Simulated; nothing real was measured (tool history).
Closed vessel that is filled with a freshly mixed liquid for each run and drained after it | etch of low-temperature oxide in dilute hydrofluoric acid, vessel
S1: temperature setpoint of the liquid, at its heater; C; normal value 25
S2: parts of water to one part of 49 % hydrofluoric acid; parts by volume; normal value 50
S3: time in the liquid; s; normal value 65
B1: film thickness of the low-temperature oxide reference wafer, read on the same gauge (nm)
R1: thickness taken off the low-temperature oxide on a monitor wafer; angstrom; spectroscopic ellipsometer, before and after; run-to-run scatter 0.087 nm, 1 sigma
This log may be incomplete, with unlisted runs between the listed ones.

run	day	S1	S2	S3	B1	R1
1	0	25	50	65	60.01	199.9
2	0.438	25	50	65	60.02	200.3
3	1.129	25	50	65	60.02	200.4
4	1.758	27	35	65	60	320.1
5	2.367	27	35	65	60	314.3
6	2.883	27	35	65	60	316.6
7	4.633	25	50	65	60.01	200.7
# day 5.204: thermometer replaced
8	5.225	25	50	65	59.99	198.5
9	5.662	25	45	35	60.02	121.2
10	6.275	25	45	35	60	119.4
11	6.75	25	45	35	59.96	121.5
12	7.233	26	50	55	60	177.5
# day 7.542: hydrofluoric acid flow meter replaced
13	7.596	25	50	65	59.98	199.8
14	8.117	27	70	65	59.98	150.2
15	8.625	27.5	50	65	59.98	221.8
16	9.262	25	50	65	60.04	202.4
17	9.612	20.5	65	50	60	96.4
# day 9.696: gauge calibrated
18	10.021	23	50	55	60.04	157.1

What does the tool deliver on the next run?
19	10.579	20.5	35	65	?	?

B1: 59.97
R1: 241.7 angstrom
Had the tool carried no hidden state, the very same run would have given R1 241.7 angstrom.

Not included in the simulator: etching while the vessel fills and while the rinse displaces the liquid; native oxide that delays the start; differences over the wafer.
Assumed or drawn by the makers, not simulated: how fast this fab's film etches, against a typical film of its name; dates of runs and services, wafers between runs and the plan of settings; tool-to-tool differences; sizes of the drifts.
